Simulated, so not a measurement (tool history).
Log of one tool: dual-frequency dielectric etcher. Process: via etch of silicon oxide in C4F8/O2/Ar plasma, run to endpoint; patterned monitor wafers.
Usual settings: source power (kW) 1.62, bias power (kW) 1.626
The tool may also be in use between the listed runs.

| run | hour | source power (kW) | bias power (kW) | wafers since the last listed run | hours since the last wet clean | hours since the last source power generator calibration | hours since the last bias power generator calibration | hours since the last upper electrode change | incoming incoming film thickness, nm | endpoint time (s) |
|---|---|---|---|---|---|---|---|---|---|---|
| 1 | 0 | 1.62 | 1.626 | 0 | 428.4 | 3701.6 | 5061.9 | 5200.5 | 1553.9 | 350.3 |
| 2 | 16.6 | 1.62 | 1.791 | 133 | 445 | 3718.2 | 5078.5 | 5217.1 | 1545.2 | 333.8 |
|  | 52.2 | wet clean of the chamber |
| 3 | 52.7 | 1.62 | 1.791 | 97 | 0.5 | 3754.3 | 5114.6 | 5253.2 | 1560.4 | 346.6 |
| 4 | 53.1 | 1.88 | 1.86 | 3 | 0.9 | 3754.7 | 5115 | 5253.6 | 1533.8 | 307.6 |
| 5 | 62.4 | 1.88 | 1.86 | 74 | 10.2 | 3764 | 5124.3 | 5262.9 | 1574.4 | 310.7 |
| 6 | 74.5 | 1.62 | 1.708 | 97 | 22.3 | 3776.1 | 5136.4 | 5275 | 1554.3 | 346.1 |
| 7 | 85.2 | 1.62 | 1.708 | 86 | 33 | 3786.8 | 5147.1 | 5285.7 | 1554.1 | 348.9 |
| 8 | 94.7 | 1.62 | 1.801 | 76 | 42.5 | 3796.3 | 5156.6 | 5295.2 | 1548.4 | 343.1 |
| 9 | 103 | 1.62 | 1.801 | 66 | 50.8 | 3804.6 | 5164.9 | 5303.5 | 1557.6 | 343.2 |
| 10 | 120.7 | 1.39 | 1.396 | 142 | 68.5 | 3822.3 | 5182.6 | 5321.2 | 1552.7 | 410.7 |
| 11 | 133.1 | 1.39 | 1.396 | 99 | 80.9 | 3834.7 | 5195 | 5333.6 | 1534.3 | 402.3 |
| 12 | 146.3 | 1.62 | 1.626 | 106 | 94.1 | 3847.9 | 5208.2 | 5346.8 | 1555.2 | 354.2 |
|  | 178.1 | bias power generator calibrated |
|  | 189.9 | source power generator calibrated |
| 13 | 196.7 | 1.49 | 1.626 | 341 | 144.5 | 6.8 | 18.6 | 5397.2 | 1552.8 | 373.7 |
| 14 | 211.8 | 1.98 | 1.355 | 121 | 159.6 | 21.9 | 33.7 | 5412.3 | 1546.4 | 323.5 |
| 15 | 224.7 | 1.33 | 1.626 | 104 | 172.5 | 34.8 | 46.6 | 5425.2 | 1558 | 405.2 |
| 16 | 231.2 | 1.77 | 1.365 | 52 | 179 | 41.3 | 53.1 | 5431.7 | 1534.3 | 343.5 |
| 17 | 245.7 | 1.62 | 1.791 | 116 | 193.5 | 55.8 | 67.6 | 5446.2 | 1558.8 | 343.9 |
| 18 | 258.3 | 1.62 | 1.626 | 101 | 206.1 | 68.4 | 80.2 | 5458.8 | 1545.8 | 351.7 |
| 19 | 265.9 | 1.62 | 1.801 | 61 | 213.7 | 76 | 87.8 | 5466.4 | 1544.1 | 335.6 |
|  | 300 | upper electrode replaced |
| 20 | 300.5 | 1.62 | 1.626 | 85 | 248.3 | 110.6 | 122.4 | 0.5 | 1552 | 348 |
| 21 | 300.9 | 1.91 | 1.626 | 3 | 248.7 | 111 | 122.8 | 0.9 | 1532.8 | 315.6 |
| 22 | 302.9 | 2.01 | 1.626 | 16 | 250.7 | 113 | 124.8 | 2.9 | 1549.7 | 309.8 |
| 23 | 317.4 | 1.5 | 1.404 | 116 | 265.2 | 127.5 | 139.3 | 17.4 | 1557.9 | 387.6 |
| 24 | 333.5 | 1.77 | 1.365 | 129 | 281.3 | 143.6 | 155.4 | 33.5 | 1548.7 | 347.5 |
| 25 | 341.2 | 1.91 | 1.474 | 62 | 289 | 151.3 | 163.1 | 41.2 | 1556.3 | 324 |
| 26 | 348.4 | 1.5 | 1.383 | 58 | 296.2 | 158.5 | 170.3 | 48.4 | 1556.3 | 385.3 |
| 27 | 364.8 | 1.5 | 1.383 | 132 | 312.6 | 174.9 | 186.7 | 64.8 | 1528 | 382.4 |
| 28 | 394.7 | 1.74 | 1.776 | 241 | 342.5 | 204.8 | 216.6 | 94.7 | 1548.9 | 325.8 |
| 29 | 440.4 | 1.33 | 1.447 | 368 | 388.2 | 250.5 | 262.3 | 140.4 | 1557.7 | 420.6 |
| 30 | 454.9 | 1.44 | 1.28 | 116 | 402.7 | 265 | 276.8 | 154.9 | 1565.9 | 415.5 |
| 31 | 469.9 | 1.34 | 2.01 | 120 | 417.7 | 280 | 291.8 | 169.9 | 1559.3 | 375 |
| 32 | 480.6 | 1.39 | 1.834 | 86 | 428.4 | 290.7 | 302.5 | 180.6 | 1540.3 | 374.7 |
| 33 | 497.3 | 1.62 | 1.791 | 134 | 445.1 | 307.4 | 319.2 | 197.3 | 1540.3 | 340.7 |
| 34 | 510.1 | 1.84 | 1.857 | 103 | 457.9 | 320.2 | 332 | 210.1 | 1561 | 319.2 |
| 35 | 523.3 | 1.42 | 1.972 | 106 | 471.1 | 333.4 | 345.2 | 223.3 | 1538.7 | 357.1 |

Hidden state at the last listed run before each entry between runs and at the first one after, where it differs:
Between runs 2 and 3: wet clean of the chamber (hour 52.2)
  no hidden state differs between the two runs
Between runs 12 and 13: bias power generator calibrated (hour 178.1); source power generator calibrated (hour 189.9)
  no hidden state differs between the two runs
Between runs 19 and 20: upper electrode replaced (hour 300)
  no hidden state differs between the two runs
